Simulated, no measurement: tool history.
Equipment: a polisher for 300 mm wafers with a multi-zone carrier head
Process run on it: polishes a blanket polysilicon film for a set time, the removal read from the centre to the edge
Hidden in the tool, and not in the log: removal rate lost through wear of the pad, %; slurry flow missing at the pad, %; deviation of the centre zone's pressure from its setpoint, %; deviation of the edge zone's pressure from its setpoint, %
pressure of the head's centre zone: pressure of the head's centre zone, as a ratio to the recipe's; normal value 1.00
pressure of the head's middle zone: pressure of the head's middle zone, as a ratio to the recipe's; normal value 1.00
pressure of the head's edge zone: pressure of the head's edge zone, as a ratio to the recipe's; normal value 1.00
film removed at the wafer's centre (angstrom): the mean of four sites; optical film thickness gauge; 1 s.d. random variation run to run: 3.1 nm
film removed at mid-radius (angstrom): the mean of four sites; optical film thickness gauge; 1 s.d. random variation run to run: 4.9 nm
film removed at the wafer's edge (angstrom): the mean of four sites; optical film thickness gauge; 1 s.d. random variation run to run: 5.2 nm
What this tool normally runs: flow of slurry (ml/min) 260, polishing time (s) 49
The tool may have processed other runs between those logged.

run,hour,flow of slurry (ml/min),pressure of the head's centre zone,pressure of the head's middle zone,pressure of the head's edge zone,polishing time (s),wafers since the last listed run,wafers polished on this pad,hours since the slurry nozzle was cleaned,hours since the centre zone pressure was calibrated,hours since the edge zone pressure was calibrated,hours since the carrier head's membrane was replaced,"incoming thickness of the incoming film, nm",film removed at the wafer's centre (angstrom),film removed at mid-radius (angstrom),film removed at the wafer's edge (angstrom)
1,0.0,260,1.00,0.93,1.00,49,0,2015,162.8,862.9,324.5,203.7,1948.1,4244,3706,3872
2,46.9,260,1.00,0.93,1.00,49,594,2609,209.7,909.8,371.4,250.6,1959.1,4293,3706,3940
# hour 113.9: centre zone pressure recalibrated
3,114.4,260,1.00,0.93,1.00,49,829,3439,277.2,0.5,438.9,318.1,1970.3,3943,3598,3920
4,159.1,260,1.00,1.00,1.00,49,566,4005,321.9,45.2,483.6,362.8,1968.5,3914,3851,3962
5,206.2,260,0.95,1.00,1.00,49,596,4602,369.0,92.3,530.7,409.9,1959.0,3708,3956,3923
# hour 246.9: worn pad replaced by a new one
6,267.4,260,1.00,1.00,1.00,49,724,259,430.2,153.5,591.9,471.1,1980.6,3906,3902,3902
7,323.3,180,1.00,1.00,1.00,43,708,968,486.1,209.4,647.8,527.0,2005.9,3212,3284,3340
8,371.1,260,1.08,0.92,1.00,49,605,1573,533.9,257.2,695.6,574.8,2001.0,4207,3732,3866
9,473.7,260,1.00,1.06,1.00,57,1299,2873,636.5,359.8,798.2,677.4,2004.6,4612,4865,4598
10,539.1,215,1.00,1.00,1.07,49,828,3701,701.9,425.2,863.6,742.8,1971.8,3811,3721,3893
# hour 561.4: carrier head's membrane replaced by a new one
11,571.3,260,1.00,1.00,1.00,49,344,4046,734.1,457.4,895.8,9.9,1976.6,3904,3912,3918
12,632.8,260,0.95,1.07,0.91,49,779,4825,795.6,518.9,957.3,71.4,1964.4,3864,4119,3754
# hour 656.0: worn pad replaced by a new one
13,663.7,345,1.00,0.89,0.93,49,340,97,826.5,549.8,988.2,102.3,1972.3,4110,3671,3934
# hour 678.3: slurry nozzle cleaned
# hour 685.9: edge zone pressure recalibrated
14,708.9,260,1.12,1.00,0.97,49,534,632,30.6,595.0,23.0,147.5,1953.4,4393,3889,3832
15,755.6,260,0.91,1.00,0.92,49,591,1223,77.3,641.7,69.7,194.2,1962.8,3787,3879,3743
16,821.6,260,0.88,1.04,0.93,64,836,2059,143.3,707.7,135.7,260.2,1986.0,4839,5150,4973
17,888.4,260,1.04,1.00,0.88,49,846,2906,210.1,774.5,202.5,327.0,1985.7,4277,3927,3631
18,951.2,260,1.00,1.00,1.00,49,795,3701,272.9,837.3,265.3,389.8,1980.1,4141,3872,3934
19,997.0,260,1.00,1.00,1.00,49,580,4281,318.7,883.1,311.1,435.6,1959.2,4224,3875,3870
# hour 1025.0: worn pad replaced by a new one
20,1057.2,315,1.10,1.00,0.96,59,711,408,378.9,943.3,371.3,495.8,2004.5,5625,4828,4718
# hour 1091.9: centre zone pressure recalibrated
21,1126.7,260,1.00,1.00,1.00,49,855,1263,448.4,34.8,440.8,565.3,1948.3,3852,3913,3782

Branching from run 21: 5 alternative next runs. What would each branch give?
A,1127.1,260,1.04,1.00,1.00,49,5,1268,448.8,35.2,441.2,565.7,1965.4,?,?,?
B,1127.1,200,0.89,1.00,1.00,49,5,1268,448.8,35.2,441.2,565.7,1965.4,?,?,?
C,1127.1,260,0.97,1.00,1.00,56,5,1268,448.8,35.2,441.2,565.7,1965.4,?,?,?
D,1127.1,345,1.00,1.00,1.05,49,5,1268,448.8,35.2,441.2,565.7,1965.4,?,?,?
E,1127.1,260,1.04,1.04,1.08,59,5,1268,448.8,35.2,441.2,565.7,1965.4,?,?,?

run,film removed at the wafer's centre (angstrom),film removed at mid-radius (angstrom),film removed at the wafer's edge (angstrom)
A,4005,3874,3925
B,3393,3733,3817
C,4328,4429,4486
D,4009,3990,4111
E,4824,4821,4906
The same runs, with their run-to-run variation unchanged, on a tool lacking any hidden condition would have given:
run,film removed at the wafer's centre (angstrom),film removed at mid-radius (angstrom),film removed at the wafer's edge (angstrom)
A,4018,3874,3925
B,3404,3733,3817
C,4342,4429,4486
D,4022,3990,4111
E,4839,4821,4906

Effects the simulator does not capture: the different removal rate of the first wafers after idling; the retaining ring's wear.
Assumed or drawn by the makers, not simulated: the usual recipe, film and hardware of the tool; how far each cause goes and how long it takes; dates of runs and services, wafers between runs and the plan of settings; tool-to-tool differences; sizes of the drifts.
